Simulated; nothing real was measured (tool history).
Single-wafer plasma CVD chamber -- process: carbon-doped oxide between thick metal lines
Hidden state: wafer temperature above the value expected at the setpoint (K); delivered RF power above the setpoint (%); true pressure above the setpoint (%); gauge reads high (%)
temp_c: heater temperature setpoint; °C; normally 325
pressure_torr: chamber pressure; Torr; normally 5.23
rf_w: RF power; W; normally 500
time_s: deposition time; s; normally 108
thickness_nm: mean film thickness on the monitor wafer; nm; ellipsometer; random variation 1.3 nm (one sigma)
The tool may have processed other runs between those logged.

run	hour	temp_c	pressure_torr	rf_w	time_s	wafers since the last listed run	hours since the last thermocouple change	hours since the last RF generator calibration	hours since the last manometer calibration	hours since the showerhead was replaced	hours since the gauge calibration	read-back reference wafer on the same gauge, thickness_nm	thickness_nm
1	0	325	4.57	500	108	0	437.4	1918.6	1572.7	2830.9	1275.2	675.796	573.903
2	81.1	325	5.23	500	122	798	518.5	1999.7	1653.8	2912	1356.3	675.709	670.804
3	123.4	325	4.62	500	102	416	560.8	2042	1696.1	2954.3	1398.6	676.717	545.623
4	177.6	325	4.62	500	102	533	615	2096.2	1750.3	3008.5	1452.8	676.439	546.495
5	402.2	325	4.62	500	102	2211	839.6	2320.8	1974.9	3233.1	1677.4	677.559	543.296
# hour 445.1: RF generator calibrated
6	457.9	325	5.23	500	108	469	895.3	12.8	2030.6	3288.8	1733.1	677.59	595.495
# hour 507: capacitance manometer re-zeroed and calibrated
7	534.1	325	5.23	500	108	671	971.5	89	27.1	3365	1809.3	677.919	596.541
8	602.1	325	5.23	500	108	669	1039.5	157	95.1	3433	1877.3	677.685	600.65
9	712.9	325	5.23	500	108	1091	1150.3	267.8	205.9	3543.8	1988.1	677.917	594.616
10	765.4	325	5.23	500	108	516	1202.8	320.3	258.4	3596.3	2040.6	677.702	598.761
11	852.9	325	5.23	500	108	861	1290.3	407.8	345.9	3683.8	2128.1	678.24	598.58
12	924.4	311	4.43	500	129	704	1361.8	479.3	417.4	3755.3	2199.6	678.314	712.845
13	1011.7	325	4.57	500	108	859	1449.1	566.6	504.7	3842.6	2286.9	678.982	577.256
14	1097.7	325	4.61	500	108	846	1535.1	652.6	590.7	3928.6	2372.9	678.675	579.3
15	1146.3	319	5.23	415	92	478	1583.7	701.2	639.3	3977.2	2421.5	679.077	468.97
16	1439.4	325	4.19	555	93	2886	1876.8	994.3	932.4	4270.3	2714.6	679.198	512.374
17	1508.9	338	6.46	420	126	684	1946.3	1063.8	1001.9	4339.8	2784.1	679.478	636.627
18	1569.2	317	5.23	500	108	593	2006.6	1124.1	1062.2	4400.1	2844.4	679.603	613.44
# hour 1581.6: showerhead replaced
19	1615.3	316	5.23	570	108	375	2052.7	1170.2	1108.3	33.7	2890.5	679.826	659.648
20	1691.9	338	6.46	420	126	754	2129.3	1246.8	1184.9	110.3	2967.1	679.896	635.165
21	1756.1	325	5.23	500	108	632	2193.5	1311	1249.1	174.5	3031.3	679.32	598.525
22	1827.3	325	5.23	450	108	701	2264.7	1382.2	1320.3	245.7	3102.5	678.953	568.11
# hour 1894.5: thermocouple changed; heater temperature recalibrated
23	1900.7	338	5.23	500	98	644	6.2	1455.6	1393.7	319.1	3175.9	680.337	524.751
# hour 1929.3: gauge calibrated
24	1940.9	325	5.23	500	108	395	46.4	1495.8	1433.9	359.3	11.6	663.153	582.719
25	2030	325	5.23	425	108	877	135.5	1584.9	1523	448.4	100.7	664.608	535.226
26	2253.5	325	5.23	500	108	2200	359	1808.4	1746.5	671.9	324.2	667.549	585.829
27	2358.4	325	5.66	500	87	1032	463.9	1913.3	1851.4	776.8	429.1	667.753	484.137
28	2461.2	325	5.23	585	108	1012	566.7	2016.1	1954.2	879.6	531.9	669.094	637.649

Run 29 is up next; what results do you expect?
# hour 2486.2: capacitance manometer re-zeroed and calibrated
29	2566.9	325	5.23	530	108	962	672.4	2121.8	80.7	985.3	637.6	?	?

{"run 29": {"read-back reference wafer on the same gauge, thickness_nm": 670.403, "thickness_nm": 607.1}}
With no hidden state in the tool, this same run would have given thickness_nm 600.906 nm.
